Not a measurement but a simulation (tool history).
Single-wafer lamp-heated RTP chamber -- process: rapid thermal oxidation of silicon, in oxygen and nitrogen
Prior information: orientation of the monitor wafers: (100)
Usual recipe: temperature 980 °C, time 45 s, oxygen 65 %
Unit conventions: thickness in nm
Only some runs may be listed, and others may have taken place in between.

run	hour	temperature	time	oxygen	read-back reference wafer on the same gauge, thickness	thickness
1	0	980	45	65	3.443	4.172
2	35.1	980	45	65	3.445	4.172
3	62.4	980	45	65	3.441	4.197
4	91.6	980	45	65	3.439	4.238
5	110.1	980	45	65	3.441	4.226
6	137.2	980	39	84	3.439	4.339
7	160.9	980	39	84	3.443	4.379
8	184.9	980	39	84	3.443	4.363
9	202.3	987	45	65	3.439	4.49
10	232.9	987	45	65	3.441	4.505
# hour 260.7: pyrometer window cleaned and pyrometer calibrated
11	264	980	45	65	3.437	4.055
12	288.8	980	45	65	3.439	4.104
13	304	957	45	65	3.441	3.551
14	318	957	45	65	3.442	3.601
15	335.8	980	32	65	3.439	3.635
16	363.9	980	32	65	3.434	3.712
17	399	980	32	65	3.444	3.715
18	426.3	1006	45	65	3.439	5.069
19	439.3	994	45	65	3.437	4.681
20	455.6	980	65	46	3.436	4.42
21	474.8	980	45	65	3.439	4.28
22	489.1	980	45	65	3.438	4.283
23	506	957	31	73	3.442	3.334
# hour 524.5: pyrometer window cleaned and pyrometer calibrated
24	525	971	38	77	3.432	3.751
25	547.9	980	45	65	3.441	4.092
26	575.3	980	45	65	3.434	4.138
# hour 594.7: oxygen flow controller replaced
27	595.2	980	45	65	3.441	4.209
28	623	980	45	65	3.444	4.236
29	649.9	969	45	65	3.446	3.908
# hour 653.5: gauge calibrated
30	665.3	980	26	65	3.441	3.456
31	771.9	1001	63	37	3.435	4.761
32	785.1	961	36	38	3.44	3.045
33	804.4	980	34	65	3.443	3.826
34	831	990	45	65	3.435	4.553
# hour 839.8: pyrometer window cleaned and pyrometer calibrated
35	848	980	45	65	3.442	4.05
36	878.4	980	45	65	3.44	4.097
37	971.8	952	38	65	3.441	3.318

Difference, measured minus no-hidden-state, one row per run. Run-to-run variation is common to both terms; the gauge's own scatter need not be:
The tool's hidden condition here consists of: true wafer temperature minus pyrometer reading, K; deviation of the oxygen flow from its setpoint, %; gauge reads high (%).
run	thickness
1	+0.145
2	+0.187
3	+0.213
4	+0.234
5	+0.242
6	+0.266
7	+0.276
8	+0.281
9	+0.291
10	+0.297
11	+0.03
12	+0.088
13	+0.092
14	+0.112
15	+0.134
16	+0.162
17	+0.184
18	+0.299
19	+0.28
20	+0.265
21	+0.262
22	+0.266
23	+0.178
24	+0.03
25	+0.088
26	+0.141
27	+0.172
28	+0.205
29	+0.203
30	+0.17
31	+0.312
32	+0.142
33	+0.242
34	+0.314
35	+0.042
36	+0.108
37	+0.146
